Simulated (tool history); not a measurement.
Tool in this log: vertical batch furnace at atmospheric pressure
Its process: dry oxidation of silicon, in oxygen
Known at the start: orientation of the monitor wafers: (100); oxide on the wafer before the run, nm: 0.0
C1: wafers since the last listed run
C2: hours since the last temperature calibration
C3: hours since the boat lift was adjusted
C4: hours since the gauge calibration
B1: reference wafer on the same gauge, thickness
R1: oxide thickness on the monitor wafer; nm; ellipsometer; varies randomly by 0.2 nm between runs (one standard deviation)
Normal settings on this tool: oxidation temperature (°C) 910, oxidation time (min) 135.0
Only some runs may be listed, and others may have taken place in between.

Run 1, hour 0.0: usual settings; C1 0; C2 2573.9; C3 2637.7; C4 232.9; B1 29.38. Result: R1 36.14 nm.
Run 2, hour 86.3: usual settings but oxidation temperature (°C) 919; C1 542; C2 2660.2; C3 2724.0; C4 319.2; B1 29.41. Result: R1 39.93 nm.
Run 3, hour 149.2: usual settings; C1 395; C2 2723.1; C3 2786.9; C4 382.1; B1 29.37. Result: R1 36.05 nm.
Run 4, hour 198.4: usual settings; C1 309; C2 2772.3; C3 2836.1; C4 431.3; B1 29.44. Result: R1 36.28 nm.
Run 5, hour 272.3: usual settings; C1 464; C2 2846.2; C3 2910.0; C4 505.2; B1 29.39. Result: R1 35.90 nm.
Run 6, hour 553.7: usual settings but oxidation time (min) 181.5; C1 1768; C2 3127.6; C3 3191.4; C4 786.6; B1 29.40. Result: R1 44.67 nm.
Run 7, hour 627.9: usual settings but oxidation time (min) 181.5; C1 466; C2 3201.8; C3 3265.6; C4 860.8; B1 29.43. Result: R1 45.16 nm.
Run 8, hour 716.3: usual settings but oxidation temperature (°C) 900; C1 555; C2 3290.2; C3 3354.0; C4 949.2; B1 29.37. Result: R1 32.42 nm.
Run 9, hour 954.3: usual settings but oxidation temperature (°C) 900; C1 1495; C2 3528.2; C3 3592.0; C4 1187.2; B1 29.45. Result: R1 32.35 nm.
Run 10, hour 1008.5: usual settings but oxidation temperature (°C) 900; C1 340; C2 3582.4; C3 3646.2; C4 1241.4; B1 29.41. Result: R1 32.40 nm.
Run 11, hour 1068.3: usual settings; C1 375; C2 3642.2; C3 3706.0; C4 1301.2; B1 29.40. Result: R1 36.57 nm.
Run 12, hour 1175.6: usual settings; C1 674; C2 3749.5; C3 3813.3; C4 1408.5; B1 29.41. Result: R1 36.43 nm.
Run 13, hour 1240.2: usual settings; C1 405; C2 3814.1; C3 3877.9; C4 1473.1; B1 29.42. Result: R1 36.23 nm.
At hour 1257.3: gauge calibrated.
Run 14, hour 1278.1: usual settings but oxidation temperature (°C) 919, oxidation time (min) 103.5; C1 238; C2 3852.0; C3 3915.8; C4 20.8; B1 29.40. Result: R1 32.93 nm.
Run 15, hour 1376.4: usual settings but oxidation temperature (°C) 923, oxidation time (min) 95.0; C1 617; C2 3950.3; C3 4014.1; C4 119.1; B1 29.35. Result: R1 32.57 nm.
Run 16, hour 1443.9: usual settings but oxidation temperature (°C) 925, oxidation time (min) 195.5; C1 424; C2 4017.8; C3 4081.6; C4 186.6; B1 29.39. Result: R1 56.01 nm.
Run 17, hour 1509.0: usual settings; C1 409; C2 4082.9; C3 4146.7; C4 251.7; B1 29.41. Result: R1 36.45 nm.
At hour 1563.5: thermocouples replaced and temperature profile calibrated.
Run 18, hour 1564.0: usual settings but oxidation temperature (°C) 919, oxidation time (min) 163.0; C1 194; C2 0.5; C3 4201.7; C4 306.7; B1 29.42. Result: R1 43.28 nm.
Run 19, hour 1608.2: usual settings; C1 277; C2 44.7; C3 4245.9; C4 350.9; B1 29.39. Result: R1 34.54 nm.
Run 20, hour 1716.0: usual settings but oxidation temperature (°C) 885; C1 677; C2 152.5; C3 4353.7; C4 458.7; B1 29.41. Result: R1 26.35 nm.
Run 21, hour 1756.1: usual settings; C1 251; C2 192.6; C3 4393.8; C4 498.8; B1 29.39. Result: R1 35.00 nm.
At hour 1794.3: boat lift adjusted.
Run 22, hour 1824.4: usual settings but oxidation temperature (°C) 927; C1 278; C2 260.9; C3 30.1; C4 567.1; B1 29.39. Result: R1 41.37 nm.
Run 23, hour 1870.4: usual settings but oxidation temperature (°C) 887, oxidation time (min) 173.5; C1 289; C2 306.9; C3 76.1; C4 613.1; B1 29.41. Result: R1 32.18 nm.
Run 24, hour 1959.0: usual settings but oxidation temperature (°C) 888, oxidation time (min) 175.5; C1 556; C2 395.5; C3 164.7; C4 701.7; B1 29.38. Result: R1 33.15 nm.
Run 25, hour 2064.8: usual settings but oxidation temperature (°C) 890, oxidation time (min) 72.0; C1 664; C2 501.3; C3 270.5; C4 807.5; B1 29.43. Result: R1 18.68 nm.
Run 26, hour 2159.1: usual settings but oxidation temperature (°C) 919, oxidation time (min) 96.0; C1 592; C2 595.6; C3 364.8; C4 901.8; B1 29.38. Result: R1 30.41 nm.
Run 27, hour 2234.4: usual settings but oxidation temperature (°C) 898, oxidation time (min) 177.5; C1 473; C2 670.9; C3 440.1; C4 977.1; B1 29.39. Result: R1 37.21 nm.
Run 28, hour 2314.5: usual settings but oxidation time (min) 98.5; C1 503; C2 751.0; C3 520.2; C4 1057.2; B1 29.39. Result: R1 28.22 nm.

Each row is a separate what-if for the run after 28, all from the same tool condition, not one after another. Results?
Run A, hour 2321.2: usual settings; C1 42; C2 757.7; C3 526.9; C4 1063.9; B1 ?. Result: R1 ?.
Run B, hour 2321.2: usual settings but oxidation temperature (°C) 918, oxidation time (min) 161.5; C1 42; C2 757.7; C3 526.9; C4 1063.9; B1 ?. Result: R1 ?.
Run C, hour 2321.2: usual settings but oxidation temperature (°C) 890, oxidation time (min) 172.0; C1 42; C2 757.7; C3 526.9; C4 1063.9; B1 ?. Result: R1 ?.

run     B1     R1
  A  29.36  35.25
  B  29.36  43.58
  C  29.36  33.67
Take away the tool's hidden state, keep each run's random variation, and the runs would have read:
run     R1
  A  34.23
  B  42.30
  C  32.67
